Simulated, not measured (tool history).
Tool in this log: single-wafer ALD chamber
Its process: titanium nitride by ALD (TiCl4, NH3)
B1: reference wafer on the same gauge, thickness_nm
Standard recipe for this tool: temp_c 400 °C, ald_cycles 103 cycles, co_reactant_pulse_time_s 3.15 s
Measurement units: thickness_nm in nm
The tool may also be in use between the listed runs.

run 1 hour=0.0 | temp_c=400 ald_cycles=103 co_reactant_pulse_time_s=3.15 | B1=2.993 | thickness_nm=2.606
run 2 hour=60.4 | temp_c=391 ald_cycles=103 co_reactant_pulse_time_s=3.15 | B1=2.986 | thickness_nm=2.601
run 3 hour=89.5 | temp_c=391 ald_cycles=103 co_reactant_pulse_time_s=3.15 | B1=2.990 | thickness_nm=2.602
-- hour=140.0 thermocouple changed; heater temperature recalibrated
run 4 hour=146.3 | temp_c=400 ald_cycles=103 co_reactant_pulse_time_s=3.15 | B1=2.990 | thickness_nm=2.618
run 5 hour=194.2 | temp_c=400 ald_cycles=103 co_reactant_pulse_time_s=3.15 | B1=2.992 | thickness_nm=2.619
run 6 hour=254.4 | temp_c=400 ald_cycles=103 co_reactant_pulse_time_s=3.15 | B1=2.988 | thickness_nm=2.610
run 7 hour=285.1 | temp_c=400 ald_cycles=103 co_reactant_pulse_time_s=3.15 | B1=2.991 | thickness_nm=2.619
run 8 hour=336.0 | temp_c=400 ald_cycles=103 co_reactant_pulse_time_s=3.15 | B1=2.991 | thickness_nm=2.612
run 9 hour=387.4 | temp_c=400 ald_cycles=103 co_reactant_pulse_time_s=3.15 | B1=2.990 | thickness_nm=2.615
run 10 hour=437.0 | temp_c=400 ald_cycles=103 co_reactant_pulse_time_s=3.15 | B1=2.986 | thickness_nm=2.621
run 11 hour=480.0 | temp_c=400 ald_cycles=103 co_reactant_pulse_time_s=3.15 | B1=2.992 | thickness_nm=2.619
run 12 hour=518.5 | temp_c=400 ald_cycles=103 co_reactant_pulse_time_s=3.15 | B1=2.986 | thickness_nm=2.618
run 13 hour=693.4 | temp_c=400 ald_cycles=103 co_reactant_pulse_time_s=3.15 | B1=2.989 | thickness_nm=2.605
run 14 hour=737.7 | temp_c=400 ald_cycles=103 co_reactant_pulse_time_s=3.81 | B1=2.988 | thickness_nm=2.642
run 15 hour=808.8 | temp_c=400 ald_cycles=103 co_reactant_pulse_time_s=3.81 | B1=2.991 | thickness_nm=2.621
run 16 hour=835.7 | temp_c=400 ald_cycles=96 co_reactant_pulse_time_s=3.15 | B1=2.990 | thickness_nm=2.438
run 17 hour=864.9 | temp_c=400 ald_cycles=96 co_reactant_pulse_time_s=3.15 | B1=2.989 | thickness_nm=2.434
run 18 hour=935.4 | temp_c=400 ald_cycles=103 co_reactant_pulse_time_s=3.62 | B1=2.991 | thickness_nm=2.618
run 19 hour=966.1 | temp_c=400 ald_cycles=103 co_reactant_pulse_time_s=3.62 | B1=2.990 | thickness_nm=2.632
run 20 hour=990.9 | temp_c=400 ald_cycles=103 co_reactant_pulse_time_s=3.15 | B1=2.992 | thickness_nm=2.612
run 21 hour=1055.6 | temp_c=387 ald_cycles=83 co_reactant_pulse_time_s=2.74 | B1=2.988 | thickness_nm=2.084
-- hour=1059.3 gauge calibrated
run 22 hour=1118.7 | temp_c=404 ald_cycles=121 co_reactant_pulse_time_s=3.15 | B1=2.987 | thickness_nm=3.074
run 23 hour=1150.2 | temp_c=400 ald_cycles=114 co_reactant_pulse_time_s=3.15 | B1=2.994 | thickness_nm=2.903
run 24 hour=1193.0 | temp_c=400 ald_cycles=103 co_reactant_pulse_time_s=3.15 | B1=2.990 | thickness_nm=2.621
run 25 hour=1256.6 | temp_c=400 ald_cycles=103 co_reactant_pulse_time_s=3.62 | B1=2.989 | thickness_nm=2.625
run 26 hour=1314.9 | temp_c=408 ald_cycles=97 co_reactant_pulse_time_s=3.15 | B1=2.989 | thickness_nm=2.464
-- hour=1330.8 showerhead replaced
run 27 hour=1381.1 | temp_c=406 ald_cycles=103 co_reactant_pulse_time_s=3.90 | B1=2.988 | thickness_nm=2.628
-- hour=1408.1 thermocouple changed; heater temperature recalibrated
run 28 hour=1431.1 | temp_c=387 ald_cycles=83 co_reactant_pulse_time_s=3.81 | B1=2.989 | thickness_nm=2.102
run 29 hour=1471.6 | temp_c=400 ald_cycles=103 co_reactant_pulse_time_s=3.48 | B1=2.992 | thickness_nm=2.638
run 30 hour=1543.4 | temp_c=400 ald_cycles=103 co_reactant_pulse_time_s=3.15 | B1=2.989 | thickness_nm=2.628
run 31 hour=1605.4 | temp_c=400 ald_cycles=103 co_reactant_pulse_time_s=3.15 | B1=2.990 | thickness_nm=2.609
run 32 hour=1664.6 | temp_c=400 ald_cycles=121 co_reactant_pulse_time_s=4.22 | B1=2.985 | thickness_nm=3.102
run 33 hour=1705.0 | temp_c=400 ald_cycles=114 co_reactant_pulse_time_s=3.15 | B1=2.990 | thickness_nm=2.893
run 34 hour=1761.0 | temp_c=408 ald_cycles=120 co_reactant_pulse_time_s=4.41 | B1=2.993 | thickness_nm=3.070
run 35 hour=1821.6 | temp_c=400 ald_cycles=90 co_reactant_pulse_time_s=3.90 | B1=2.991 | thickness_nm=2.301
run 36 hour=1865.3 | temp_c=400 ald_cycles=103 co_reactant_pulse_time_s=3.15 | B1=2.985 | thickness_nm=2.615
run 37 hour=1920.5 | temp_c=390 ald_cycles=116 co_reactant_pulse_time_s=3.69 | B1=2.990 | thickness_nm=2.937
run 38 hour=1967.4 | temp_c=391 ald_cycles=103 co_reactant_pulse_time_s=2.24 | B1=2.992 | thickness_nm=2.557
run 39 hour=2174.9 | temp_c=386 ald_cycles=120 co_reactant_pulse_time_s=2.39 | B1=2.991 | thickness_nm=2.979
run 40 hour=2236.6 | temp_c=412 ald_cycles=111 co_reactant_pulse_time_s=2.20 | B1=2.988 | thickness_nm=2.795

Give the tool's hidden conditions for every run:
wafer temperature above the value expected at the setpoint (K): 0 on each run
gauge reads high (%): 0 on each run
